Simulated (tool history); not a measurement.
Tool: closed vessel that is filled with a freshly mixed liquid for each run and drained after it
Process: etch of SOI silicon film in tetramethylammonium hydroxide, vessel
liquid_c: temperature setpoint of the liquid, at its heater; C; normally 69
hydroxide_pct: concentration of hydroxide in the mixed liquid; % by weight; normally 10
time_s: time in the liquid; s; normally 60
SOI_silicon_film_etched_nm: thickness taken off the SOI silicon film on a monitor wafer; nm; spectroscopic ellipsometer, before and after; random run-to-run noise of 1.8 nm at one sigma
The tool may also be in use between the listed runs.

run   hour  liquid_c  hydroxide_pct  time_s  wafers since the last listed run  hours since the thermometer was replaced  hours since the hydroxide flow meter was replaced  hours since the gauge calibration  read-back film thickness of the SOI silicon film reference wafer, read on the same gauge (nm)  SOI_silicon_film_etched_nm
  1      0        69             10      60                                 0                                    1739.6                                                298                              139.7                                                                                          49.99                      399.57
  2     15        69             10      60                              1026                                    1754.6                                                313                              154.7                                                                                          50.02                       400.1
  3   31.6        69             10      60                              1136                                    1771.2                                              329.6                              171.3                                                                                          49.96                      396.15
  4   42.8        69             10      60                               766                                    1782.4                                              340.8                              182.5                                                                                             50                      398.51
  5   51.1        69             10      60                               568                                    1790.7                                              349.1                              190.8                                                                                          50.01                      395.55
  6   67.8        69             10      60                              1143                                    1807.4                                              365.8                              207.5                                                                                          49.98                      393.18
  7   74.8        69             10      60                               479                                    1814.4                                              372.8                              214.5                                                                                          50.02                      391.45
  8   84.3        69             10      60                               650                                    1823.9                                              382.3                                224                                                                                          50.02                       395.8
  9   90.6        69             10      60                               431                                    1830.2                                              388.6                              230.3                                                                                          50.01                      396.24
 10   99.8        69            8.5      40                               629                                    1839.4                                              397.8                              239.5                                                                                          50.02                      281.48
     101.1  -- thermometer replaced
     102.4  -- gauge calibrated
 11  110.8        69            8.5      40                               684                                       9.7                                              408.8                                8.4                                                                                             50                      277.36
 12    145        69             10      60                              2340                                      43.9                                                443                               42.6                                                                                          50.03                      393.02
 13    156        69             10      60                               752                                      54.9                                                454                               53.6                                                                                          50.01                      391.89
 14  165.3        66              9      50                               636                                      64.2                                              463.3                               62.9                                                                                             50                      282.17
     166.7  -- hydroxide flow meter replaced
 15  177.3        69            8.5      60                               752                                      76.2                                               10.6                               74.9                                                                                          50.04                       431.7
 16  191.9        69             10      60                               999                                      90.8                                               25.2                               89.5                                                                                          49.99                      406.78
 17    203        69             10      60                               759                                     101.9                                               36.3                              100.6                                                                                          49.98                       407.5
 18  210.9        69             10      60                               540                                     109.8                                               44.2                              108.5                                                                                          49.98                      405.35
 19    219        69             10      40                               554                                     117.9                                               52.3                              116.6                                                                                          50.01                      269.24
 20  230.1        69              7      60                               759                                       129                                               63.4                              127.7                                                                                          50.01                      458.71
 21  241.1        69              8      60                               752                                       140                                               74.4                              138.7                                                                                             50                       436.4
 22  254.1        69             10      60                               889                                       153                                               87.4                              151.7                                                                                             50                      406.21
 23  261.4      74.5              9      80                               499                                     160.3                                               94.7                                159                                                                                          50.01                         770
 24  277.6        66             12      80                              1108                                     176.5                                              110.9                              175.2                                                                                          50.04                      420.32
 25    288        77             10      75                               711                                     186.9                                              121.3                              185.6                                                                                          50.01                      800.96

Forecast run 26:
 26  305.6        69             10      60                              1204                                     204.5                                              138.9                              203.2                                                                                              ?                           ?

read-back film thickness of the SOI silicon film reference wafer, read on the same gauge (nm): 50.02
SOI_silicon_film_etched_nm: 400.16 nm
Were there no unlogged condition in the tool, this run, its random variation unchanged, would have produced SOI_silicon_film_etched_nm 406.82 nm.

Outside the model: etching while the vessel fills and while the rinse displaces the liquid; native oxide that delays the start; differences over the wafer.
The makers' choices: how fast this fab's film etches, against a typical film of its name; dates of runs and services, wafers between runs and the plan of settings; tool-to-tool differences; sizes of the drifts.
